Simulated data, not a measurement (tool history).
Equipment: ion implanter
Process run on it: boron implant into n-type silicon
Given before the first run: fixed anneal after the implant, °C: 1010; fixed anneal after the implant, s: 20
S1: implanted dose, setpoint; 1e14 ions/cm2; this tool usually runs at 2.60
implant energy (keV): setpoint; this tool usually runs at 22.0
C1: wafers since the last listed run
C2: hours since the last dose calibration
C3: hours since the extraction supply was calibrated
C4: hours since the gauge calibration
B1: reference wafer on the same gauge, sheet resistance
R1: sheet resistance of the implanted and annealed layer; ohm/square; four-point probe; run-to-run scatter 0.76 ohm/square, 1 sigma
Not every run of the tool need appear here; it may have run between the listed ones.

Run 1, hour 0.0: usual settings; C1 0; C2 1684.4; C3 6006.0; C4 135.0; B1 358.85. Result: R1 346.87 ohm/square.
Run 2, hour 21.3: usual settings; C1 301; C2 1705.7; C3 6027.3; C4 156.3; B1 358.95. Result: R1 346.39 ohm/square.
Run 3, hour 45.0: usual settings; C1 335; C2 1729.4; C3 6051.0; C4 180.0; B1 359.25. Result: R1 344.33 ohm/square.
Run 4, hour 63.5: usual settings; C1 261; C2 1747.9; C3 6069.5; C4 198.5; B1 358.44. Result: R1 346.60 ohm/square.
Run 5, hour 95.5: usual settings; C1 452; C2 1779.9; C3 6101.5; C4 230.5; B1 358.98. Result: R1 346.13 ohm/square.
Run 6, hour 188.7: usual settings; C1 1318; C2 1873.1; C3 6194.7; C4 323.7; B1 359.38. Result: R1 344.79 ohm/square.
Run 7, hour 219.3: usual settings; C1 432; C2 1903.7; C3 6225.3; C4 354.3; B1 358.67. Result: R1 343.85 ohm/square.
Run 8, hour 253.1: usual settings; C1 478; C2 1937.5; C3 6259.1; C4 388.1; B1 359.01. Result: R1 344.09 ohm/square.
Run 9, hour 284.0: usual settings; C1 437; C2 1968.4; C3 6290.0; C4 419.0; B1 359.33. Result: R1 343.70 ohm/square.
At hour 310.3: gauge calibrated.
At hour 322.5: extraction supply calibrated.
Run 10, hour 323.0: usual settings; C1 438; C2 2007.4; C3 0.5; C4 12.7; B1 359.08. Result: R1 343.44 ohm/square.
Run 11, hour 335.1: usual settings; C1 171; C2 2019.5; C3 12.6; C4 24.8; B1 358.88. Result: R1 343.81 ohm/square.
Run 12, hour 390.8: usual settings; C1 787; C2 2075.2; C3 68.3; C4 80.5; B1 359.18. Result: R1 342.85 ohm/square.
Run 13, hour 414.9: usual settings but S1 1.90 1e14 ions/cm2, implant energy (keV) 14.5; C1 340; C2 2099.3; C3 92.4; C4 104.6; B1 359.08. Result: R1 462.42 ohm/square.
Run 14, hour 442.1: usual settings but S1 3.03 1e14 ions/cm2, implant energy (keV) 24.5; C1 384; C2 2126.5; C3 119.6; C4 131.8; B1 359.15. Result: R1 299.13 ohm/square.
Run 15, hour 454.8: usual settings but S1 2.23 1e14 ions/cm2, implant energy (keV) 16.0; C1 179; C2 2139.2; C3 132.3; C4 144.5; B1 359.10. Result: R1 401.45 ohm/square.
At hour 488.9: Faraday cup replaced and dose calibrated.
Run 16, hour 506.1: usual settings but implant energy (keV) 27.0; C1 612; C2 17.2; C3 183.6; C4 195.8; B1 359.03. Result: R1 344.59 ohm/square.
Run 17, hour 537.2: usual settings; C1 439; C2 48.3; C3 214.7; C4 226.9; B1 359.29. Result: R1 351.76 ohm/square.

Run 18 comes next. What will it give?
Run 18, hour 561.2: usual settings but implant energy (keV) 25.0; C1 339; C2 72.3; C3 238.7; C4 250.9; B1 ?. Result: R1 ?.

B1: 358.95
R1: 348.80 ohm/square
With no hidden state in the tool, this same run would have given R1 347.92 ohm/square.
